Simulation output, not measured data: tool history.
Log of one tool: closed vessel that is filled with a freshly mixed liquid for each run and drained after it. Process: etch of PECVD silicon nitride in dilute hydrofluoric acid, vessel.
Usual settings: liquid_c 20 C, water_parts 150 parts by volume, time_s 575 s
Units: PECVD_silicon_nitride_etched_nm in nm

run	hour	liquid_c	water_parts	time_s	wafers since the last listed run	hours since the thermometer was replaced	hours since the hydrofluoric acid flow meter was replaced	hours since the gauge calibration	read-back film thickness of the PECVD silicon nitride reference wafer, read on the same gauge (nm)	PECVD_silicon_nitride_etched_nm
1	0	20	205	575	0	44.7	23	53.2	89.93	10.79
2	66.1	20	150	575	4287	110.8	89.1	119.3	89.95	14.69
3	119.6	20	150	575	3470	164.3	142.6	172.8	89.98	14.65
4	160.3	20	150	575	2640	205	183.3	213.5	90	14.73
5	228.5	20	110	575	4423	273.2	251.5	281.7	90.04	19.97
6	271.4	20	150	575	2782	316.1	294.4	324.6	90.08	14.72
7	340.2	20	150	575	4462	384.9	363.2	393.4	90.14	14.63
8	404.4	20	150	575	4164	449.1	427.4	457.6	90.2	14.69
9	465.5	20	150	575	3963	510.2	488.5	518.7	90.32	14.69
10	513.1	20	150	575	3087	557.8	536.1	566.3	90.36	14.75
11	560	22.5	195	575	3042	604.7	583	613.2	90.4	13.38
12	588.1	22.5	195	575	1822	632.8	611.1	641.3	90.5	13.44
13	643.8	22.5	195	575	3613	688.5	666.8	697	90.63	13.4
14	706.2	20	150	405	4047	750.9	729.2	759.4	90.73	10.41
# hour 758.9: thermometer replaced
15	763.9	20	150	405	3677	5	786.9	817.1	90.83	10.47
16	803.2	24.5	175	810	2549	44.3	826.2	856.4	90.98	24.03
17	860.9	20	150	575	3742	102	883.9	914.1	91.07	14.94
18	925.4	22.5	150	300	4183	166.5	948.4	978.6	91.2	9.1
# hour 958.2: gauge calibrated
19	987.1	20	115	725	4002	228.2	1010.1	28.9	90.07	24.05
20	1013.9	20	115	575	1738	255	1036.9	55.7	90.08	18.95
21	1072.8	18	180	700	3820	313.9	1095.8	114.6	90.1	13.04
# hour 1093.1: hydrofluoric acid flow meter replaced
22	1099.8	18	80	250	1686	340.9	6.7	141.6	90.08	10.21
23	1159.7	23.5	150	320	3885	400.8	66.6	201.5	90.15	10.27
24	1206.7	20	125	265	3048	447.8	113.6	248.5	90.17	8.1
25	1267.6	17.5	110	820	3950	508.7	174.5	309.4	90.23	23.95
26	1324.6	20	150	575	3697	565.7	231.5	366.4	90.26	14.81
27	1472.1	20	210	840	9567	713.2	379	513.9	90.46	15.56
# hour 1501.6: thermometer replaced
28	1541.1	20	150	575	4410	39.5	448	582.9	90.54	14.73
29	1594.3	17	170	575	3450	92.7	501.2	636.1	90.63	10.74
30	1654.7	20	150	575	3917	153.1	561.6	696.5	90.76	14.75
31	1711.4	20	210	575	3677	209.8	618.3	753.2	90.87	10.65
32	1781.5	17	110	575	4547	279.9	688.4	823.3	91.01	16.23

What the log doesn't show, run by run:
liquid colder than its thermometer reads (K): 0 in every run
hydrofluoric acid flow below the setpoint (%): 0 in every run
H1: gauge reads high (%)
run	H1
1	-0.0717
2	-0.0543
3	-0.0304
4	-0.0064
5	0.0452
6	0.0849
7	0.16
8	0.244
9	0.335
10	0.414
11	0.498
12	0.552
13	0.666
14	0.805
15	0.944
16	1.04
17	1.2
18	1.39
19	0.0936
20	0.0971
21	0.112
22	0.123
23	0.154
24	0.187
25	0.239
26	0.297
27	0.496
28	0.611
29	0.71
30	0.833
31	0.959
32	1.13

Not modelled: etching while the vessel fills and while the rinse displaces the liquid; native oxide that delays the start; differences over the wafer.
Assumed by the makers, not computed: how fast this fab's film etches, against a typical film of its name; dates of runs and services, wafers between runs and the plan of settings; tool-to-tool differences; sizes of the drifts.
